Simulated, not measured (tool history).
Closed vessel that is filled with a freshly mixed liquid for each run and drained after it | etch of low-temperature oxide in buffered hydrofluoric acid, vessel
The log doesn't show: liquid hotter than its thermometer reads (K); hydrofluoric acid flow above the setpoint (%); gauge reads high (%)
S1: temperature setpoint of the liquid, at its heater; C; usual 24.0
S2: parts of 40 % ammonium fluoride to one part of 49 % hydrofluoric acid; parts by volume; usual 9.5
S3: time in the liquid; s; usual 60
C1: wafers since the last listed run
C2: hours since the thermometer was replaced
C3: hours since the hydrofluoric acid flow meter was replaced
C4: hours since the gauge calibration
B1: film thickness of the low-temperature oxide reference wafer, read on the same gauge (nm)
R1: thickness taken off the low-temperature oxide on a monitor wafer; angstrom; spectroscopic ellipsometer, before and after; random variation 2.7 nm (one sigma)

run,hour,S1,S2,S3,C1,C2,C3,C4,B1,R1
1,0.0,24.0,9.5,60,0,164.8,345.9,565.3,39.37,2925.3
2,86.0,24.0,9.5,60,9386,250.8,431.9,651.3,39.27,2926.9
3,149.5,24.0,9.5,60,6930,314.3,495.4,714.8,39.24,2967.1
4,227.6,24.0,9.5,60,8524,392.4,573.5,792.9,39.13,2915.2
5,298.8,24.0,7.5,85,7771,463.6,644.7,864.1,39.07,5216.7
6,365.5,24.0,7.5,85,7279,530.3,711.4,930.8,39.01,5288.9
7,427.4,24.0,7.5,85,6756,592.2,773.3,992.7,38.96,5173.5
# hour 458.1: thermometer replaced
8,545.8,25.5,9.5,40,12813,87.7,891.7,1111.1,38.84,2099.6
9,635.9,25.5,9.5,40,9833,177.8,981.8,1201.2,38.74,2070.1
10,738.3,24.0,7.5,60,11176,280.2,1084.2,1303.6,38.63,3725.9
11,776.4,24.0,7.5,60,4158,318.3,1122.3,1341.7,38.60,3624.4
12,835.1,24.0,9.5,60,6406,377.0,1181.0,1400.4,38.57,2876.6
13,919.3,24.0,9.5,60,9190,461.2,1265.2,1484.6,38.45,2867.6
# hour 983.7: thermometer replaced
14,999.0,27.0,7.0,75,8589,15.3,1344.9,1564.3,38.39,5732.7
15,1095.4,24.0,9.5,60,10521,111.7,1441.3,1660.7,38.29,2839.2
# hour 1242.7: hydrofluoric acid flow meter replaced
16,1296.2,24.0,9.5,60,21807,312.5,53.5,1861.5,38.11,2905.1
17,1395.8,24.0,12.5,30,10870,412.1,153.1,1961.1,38.02,1103.4
18,1501.5,24.0,7.5,85,11536,517.8,258.8,2066.8,37.90,5062.3
19,1592.1,28.0,12.0,60,9888,608.4,349.4,2157.4,37.79,2868.9
# hour 1631.9: thermometer replaced
# hour 1699.7: gauge calibrated
20,1899.7,26.0,5.5,40,33463,267.8,657.0,200.0,39.83,3734.1
21,1996.4,24.0,8.5,85,10554,364.5,753.7,296.7,39.72,4683.8
22,2034.6,29.0,8.0,85,4169,402.7,791.9,334.9,39.69,6404.0
23,2082.3,24.0,7.5,85,5206,450.4,839.6,382.6,39.64,5315.8
24,2124.8,21.0,13.0,80,4638,492.9,882.1,425.1,39.60,2478.5
# hour 2147.3: thermometer replaced
25,2217.8,28.5,7.5,85,10041,70.5,975.1,518.1,39.50,6631.1
26,2294.5,20.0,8.0,45,8371,147.2,1051.8,594.8,39.41,2077.0

What the log doesn't show, run by run:
liquid hotter than its thermometer reads (K): 0 in every run
hydrofluoric acid flow above the setpoint (%): 0 in every run
H1: gauge reads high (%)
run,H1
1,-1.59
2,-1.8
3,-1.96
4,-2.15
5,-2.32
6,-2.49
7,-2.64
8,-2.93
9,-3.16
10,-3.41
11,-3.5
12,-3.65
13,-3.85
14,-4.05
15,-4.29
16,-4.78
17,-5.03
18,-5.29
19,-5.51
20,-0.461
21,-0.699
22,-0.794
23,-0.911
24,-1.02
25,-1.25
26,-1.43
